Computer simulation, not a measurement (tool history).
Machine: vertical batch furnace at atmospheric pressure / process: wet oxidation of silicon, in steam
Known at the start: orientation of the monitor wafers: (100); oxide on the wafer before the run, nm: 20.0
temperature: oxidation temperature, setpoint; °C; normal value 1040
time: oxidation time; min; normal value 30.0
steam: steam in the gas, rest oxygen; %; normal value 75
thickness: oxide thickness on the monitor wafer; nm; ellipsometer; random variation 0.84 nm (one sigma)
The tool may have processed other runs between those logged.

run,hour,temperature,time,steam,"read-back reference wafer on the same gauge, thickness",thickness
1,0.0,1040,30.0,75,326.17,318.29
2,73.7,1040,30.0,75,325.92,316.61
3,117.3,1040,30.0,75,326.09,319.06
4,223.6,1040,30.0,70,325.98,302.84
5,385.7,1040,30.0,70,325.90,302.53
6,485.8,1040,30.0,70,325.99,303.50
7,543.0,1040,33.5,75,326.20,339.48
8,592.6,1040,33.5,75,326.23,339.66
9,657.7,1040,33.5,75,326.22,340.71
10,725.4,1040,30.0,75,326.16,313.96
# hour 776.1: thermocouples replaced and temperature profile calibrated
11,819.2,1040,27.0,75,325.92,286.08
12,909.8,1040,27.0,75,326.00,286.85
13,1014.8,1052,30.0,66,325.93,303.81
14,1104.5,1040,30.0,70,326.04,293.11
# hour 1156.1: steam generator serviced
15,1210.0,1059,37.0,64,325.88,363.84
16,1249.9,1025,30.0,67,325.94,263.28
# hour 1285.8: gauge calibrated
17,1340.6,1047,20.5,66,326.02,236.43
18,1397.0,1040,30.0,75,326.07,314.40
19,1487.5,1053,23.0,75,325.68,287.71
20,1555.9,1053,23.0,75,325.95,287.30
21,1639.8,1040,30.0,75,325.89,312.11
22,1697.1,1031,22.0,75,325.90,239.45
23,1734.3,1040,30.0,75,325.96,314.06
24,1817.6,1063,44.0,67,326.02,426.39
25,1860.7,1040,23.0,82,326.01,280.59
26,1933.8,1040,24.5,70,326.02,261.45

Give the tool's hidden conditions for every run:
gauge reads high (%): 0 in every run
H1: true tube temperature minus thermocouple reading, K
H2: steam share off its setpoint, % of the setpoint
run,H1,H2
1,3.76,-1.69
2,3.84,-1.87
3,3.89,-1.98
4,4,-2.25
5,4.18,-2.65
6,4.29,-2.9
7,4.35,-3.04
8,4.4,-3.16
9,4.47,-3.33
10,4.55,-3.49
11,0.442,-3.73
12,0.54,-3.95
13,0.654,-4.21
14,0.751,-4.44
15,0.866,-0.219
16,0.909,-0.318
17,1.01,-0.543
18,1.07,-0.684
19,1.17,-0.909
20,1.24,-1.08
21,1.33,-1.29
22,1.39,-1.43
23,1.43,-1.52
24,1.52,-1.73
25,1.57,-1.84
26,1.65,-2.02

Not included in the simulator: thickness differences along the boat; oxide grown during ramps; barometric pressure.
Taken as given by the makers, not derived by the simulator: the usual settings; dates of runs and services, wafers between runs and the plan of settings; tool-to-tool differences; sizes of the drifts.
